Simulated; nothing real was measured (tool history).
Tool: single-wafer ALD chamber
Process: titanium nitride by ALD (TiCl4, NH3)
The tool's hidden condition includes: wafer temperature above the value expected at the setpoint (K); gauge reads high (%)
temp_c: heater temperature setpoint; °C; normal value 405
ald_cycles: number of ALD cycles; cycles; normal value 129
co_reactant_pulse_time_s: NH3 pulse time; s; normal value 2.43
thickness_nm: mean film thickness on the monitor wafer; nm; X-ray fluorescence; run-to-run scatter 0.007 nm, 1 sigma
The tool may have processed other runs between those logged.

run   hour  temp_c  ald_cycles  co_reactant_pulse_time_s  wafers since the last listed run  hours since the last thermocouple change  hours since the showerhead was replaced  hours since the gauge calibration  read-back reference wafer on the same gauge, thickness_nm  thickness_nm
  1    0.0     405         129                      2.43                                 0                                    1076.8                                   3754.3                              122.3                                                      3.269         2.804
  2   93.6     405         129                      3.04                               234                                    1170.4                                   3847.9                              215.9                                                      3.277         2.831
  3  110.9     405         129                      3.04                                43                                    1187.7                                   3865.2                              233.2                                                      3.281         2.842
  4  143.1     405         129                      2.43                                80                                    1219.9                                   3897.4                              265.4                                                      3.285         2.816
  5  168.4     405         129                      2.43                                63                                    1245.2                                   3922.7                              290.7                                                      3.286         2.822
  6  189.7     405         129                      2.43                                53                                    1266.5                                   3944.0                              312.0                                                      3.288         2.817
  7  203.7     405         129                      2.43                                35                                    1280.5                                   3958.0                              326.0                                                      3.289         2.822
  8  229.3     405         129                      2.43                                64                                    1306.1                                   3983.6                              351.6                                                      3.292         2.819
  9  241.7     408         129                      2.43                                31                                    1318.5                                   3996.0                              364.0                                                      3.294         2.823
 10  270.0     408         129                      2.43                                70                                    1346.8                                   4024.3                              392.3                                                      3.296         2.833
 11  300.3     408         129                      2.43                                75                                    1377.1                                   4054.6                              422.6                                                      3.298         2.834
 12  318.3     402         129                      2.43                                45                                    1395.1                                   4072.6                              440.6                                                      3.299         2.828
 13  335.0     402         129                      2.43                                41                                    1411.8                                   4089.3                              457.3                                                      3.301         2.822
 14  361.6     402         129                      2.43                                66                                    1438.4                                   4115.9                              483.9                                                      3.302         2.836
 15  385.8     405         129                      2.43                                60                                    1462.6                                   4140.1                              508.1                                                      3.304         2.839
     392.4  -- gauge calibrated
     411.9  -- thermocouple changed; heater temperature recalibrated
 16  418.7     398         120                      3.18                                62                                       6.8                                   4173.0                               26.3                                                      3.263         2.636
     440.8  -- showerhead replaced
 17  451.0     419         142                      1.54                                60                                      39.1                                     10.2                               58.6                                                      3.265         2.998
 18  474.0     405         129                      3.04                                57                                      62.1                                     33.2                               81.6                                                      3.264         2.822
 19  489.9     411         129                      2.43                                39                                      78.0                                     49.1                               97.5                                                      3.269         2.810
 20  515.7     405         114                      2.80                                64                                     103.8                                     74.9                              123.3                                                      3.271         2.492
 21  546.1     396         129                      1.55                                76                                     134.2                                    105.3                              153.7                                                      3.274         2.700
 22  563.0     405         129                      2.71                                42                                     151.1                                    122.2                              170.6                                                      3.274         2.811
 23  593.2     405         129                      1.60                                75                                     181.3                                    152.4                              200.8                                                      3.279         2.736
 24  620.7     405         129                      2.43                                68                                     208.8                                    179.9                              228.3                                                      3.279         2.804
 25  635.7     405         149                      1.64                                37                                     223.8                                    194.9                              243.3                                                      3.281         3.171
 26  659.8     394         129                      3.11                                60                                     247.9                                    219.0                              267.4                                                      3.284         2.820
 27  672.3     401         129                      2.43                                31                                     260.4                                    231.5                              279.9                                                      3.285         2.805
 28  693.8     392         120                      2.09                                53                                     281.9                                    253.0                              301.4                                                      3.286         2.567

3 options for the next run, each taken on its own from the tool as it stands now. Forecast them:
  A  694.5     405         129                      2.43                                 1                                     282.6                                    253.7                              302.1                                                          ?             ?
  B  694.5     393         138                      2.43                                 1                                     282.6                                    253.7                              302.1                                                          ?             ?
  C  694.5     396         154                      2.00                                 1                                     282.6                                    253.7                              302.1                                                          ?             ?

run  read-back reference wafer on the same gauge, thickness_nm  thickness_nm
  A                                                      3.286         2.820
  B                                                      3.286         2.994
  C                                                      3.286         3.305
Had the tool no hidden state, the same runs would have come out as:
run  thickness_nm
  A         2.798
  B         2.970
  C         3.279

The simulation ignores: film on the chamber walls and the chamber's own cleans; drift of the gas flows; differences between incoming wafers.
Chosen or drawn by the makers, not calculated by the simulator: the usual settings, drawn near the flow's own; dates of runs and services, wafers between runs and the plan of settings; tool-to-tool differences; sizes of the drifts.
